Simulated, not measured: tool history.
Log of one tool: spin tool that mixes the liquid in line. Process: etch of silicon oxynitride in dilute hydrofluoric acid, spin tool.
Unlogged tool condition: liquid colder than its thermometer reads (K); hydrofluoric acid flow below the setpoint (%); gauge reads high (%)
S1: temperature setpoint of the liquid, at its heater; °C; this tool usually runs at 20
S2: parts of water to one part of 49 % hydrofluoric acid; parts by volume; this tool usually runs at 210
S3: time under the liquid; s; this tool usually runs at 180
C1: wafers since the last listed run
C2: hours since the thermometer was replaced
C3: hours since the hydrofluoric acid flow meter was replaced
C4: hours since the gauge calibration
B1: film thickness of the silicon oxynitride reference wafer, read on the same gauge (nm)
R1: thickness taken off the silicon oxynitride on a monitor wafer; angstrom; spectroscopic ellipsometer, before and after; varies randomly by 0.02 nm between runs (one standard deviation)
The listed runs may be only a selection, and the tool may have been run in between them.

run	hour	S1	S2	S3	C1	C2	C3	C4	B1	R1
1	0	21.5	130	180	0	723.7	1159.6	528.3	30.021	27.81
2	64.4	21.5	130	180	380	788.1	1224	592.7	29.98	28.44
3	129.5	20	210	180	384	853.2	1289.1	657.8	30.043	15.18
4	181.3	20	210	180	306	905	1340.9	709.6	30	15.18
5	237.9	20	210	180	334	961.6	1397.5	766.2	30.024	15.11
6	301	20	210	180	373	1024.7	1460.6	829.3	30.02	14.92
7	357.1	20	210	180	331	1080.8	1516.7	885.4	30.003	14.94
# hour 483.5: hydrofluoric acid flow meter replaced
8	564.2	20	210	180	1218	1287.9	80.7	1092.5	29.986	13.55
# hour 599: gauge calibrated
9	615	20	210	115	300	1338.7	131.5	16	30.031	8.54
10	641.8	22.5	210	180	158	1365.5	158.3	42.8	29.954	15.25
# hour 687.8: thermometer replaced
11	703.9	24.5	315	180	361	16.1	220.4	104.9	29.969	10.1
12	730.7	17.5	210	85	158	42.9	247.2	131.7	29.989	5.45
# hour 733.5: hydrofluoric acid flow meter replaced, repeated, since the last time left the tool worse
13	889.9	22.5	210	180	935	202.1	156.4	290.9	29.98	17.91
14	917.3	23	125	145	161	229.5	183.8	318.3	29.996	26.44
15	974.4	18.5	295	220	337	286.6	240.9	375.4	30.006	12.01
16	1033.2	20	210	180	347	345.4	299.7	434.2	30.02	15.93
17	1071.4	23	300	280	225	383.6	337.9	472.4	30.035	18.14
18	1099.1	20	210	180	163	411.3	365.6	500.1	29.949	15.88
19	1129.1	18.5	210	95	177	441.3	395.6	530.1	29.97	7.82

What if the next run were any one of these 3? Each begins from the tool's condition after run 19:
A	1129.6	21.5	210	180	2	441.8	396.1	530.6	?	?
B	1129.6	17.5	250	180	2	441.8	396.1	530.6	?	?
C	1129.6	20	295	210	2	441.8	396.1	530.6	?	?

run	B1	R1
A	30.038	16.84
B	30.038	11.47
C	30.038	12.37
Without the tool's hidden state the same runs would have given:
run	R1
A	17.33
B	11.81
C	12.74

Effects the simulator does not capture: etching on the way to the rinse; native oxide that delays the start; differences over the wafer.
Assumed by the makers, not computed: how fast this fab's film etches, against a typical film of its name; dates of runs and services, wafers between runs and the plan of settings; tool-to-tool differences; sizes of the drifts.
